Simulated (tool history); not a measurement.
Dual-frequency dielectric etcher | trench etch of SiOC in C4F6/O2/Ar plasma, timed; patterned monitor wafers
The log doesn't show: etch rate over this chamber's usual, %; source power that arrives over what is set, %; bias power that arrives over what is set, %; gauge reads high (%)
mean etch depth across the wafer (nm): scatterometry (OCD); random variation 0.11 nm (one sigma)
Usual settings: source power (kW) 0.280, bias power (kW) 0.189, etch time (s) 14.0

run,day,source power (kW),bias power (kW),etch time (s),wafers since the last listed run,hours since the last wet clean,hours since the last source power generator calibration,hours since the last bias power generator calibration,hours since the last upper electrode change,hours since the gauge calibration,"read-back reference wafer on the same gauge, depth_nm",mean etch depth across the wafer (nm)
1,0.000,0.280,0.189,14.0,0,320.2,1936.5,4649.3,6536.8,32.1,31.82,26.69
2,0.321,0.280,0.189,14.0,170,327.9,1944.2,4657.0,6544.5,39.8,31.83,26.77
3,0.842,0.280,0.189,14.0,276,340.4,1956.7,4669.5,6557.0,52.3,31.80,26.80
4,1.583,0.280,0.189,14.0,393,358.2,1974.5,4687.3,6574.8,70.1,31.80,26.85
# day 2.879: upper electrode replaced
# day 3.358: wet clean of the chamber
5,3.379,0.280,0.189,14.0,169,0.5,2017.6,4730.4,12.0,113.2,31.78,26.74
6,3.392,0.280,0.189,14.0,6,0.8,2017.9,4730.7,12.3,113.5,31.75,27.01
7,3.404,0.280,0.189,14.0,6,1.1,2018.2,4731.0,12.6,113.8,31.80,26.84
8,3.638,0.310,0.173,16.0,123,6.7,2023.8,4736.6,18.2,119.4,31.81,30.81
# day 4.004: source power generator calibrated
# day 4.250: bias power generator calibrated
9,4.371,0.280,0.226,14.0,212,24.3,8.8,2.9,35.8,137.0,31.80,28.57
10,4.817,0.260,0.165,16.5,236,35.0,19.5,13.6,46.5,147.7,31.83,29.38
# day 5.150: gauge calibrated
11,5.371,0.280,0.189,14.0,293,48.3,32.8,26.9,59.8,5.3,31.82,26.66
12,5.988,0.220,0.149,14.0,326,63.1,47.6,41.7,74.6,20.1,31.76,22.21
13,6.679,0.280,0.189,10.0,366,79.7,64.2,58.3,91.2,36.7,31.83,19.20
14,7.262,0.280,0.145,12.5,309,93.7,78.2,72.3,105.2,50.7,31.81,21.78

Forecast each of these 3 alternatives for the next run:
A,7.279,0.280,0.189,14.0,8,94.1,78.6,72.7,105.6,51.1,?,?
B,7.279,0.330,0.146,15.0,8,94.1,78.6,72.7,105.6,51.1,?,?
C,7.279,0.220,0.189,15.0,8,94.1,78.6,72.7,105.6,51.1,?,?

run,"read-back reference wafer on the same gauge, depth_nm",mean etch depth across the wafer (nm)
A,31.73,26.71
B,31.73,28.03
C,31.73,25.80
Without the tool's hidden state the same runs would have given:
run,mean etch depth across the wafer (nm)
A,26.71
B,28.03
C,25.80
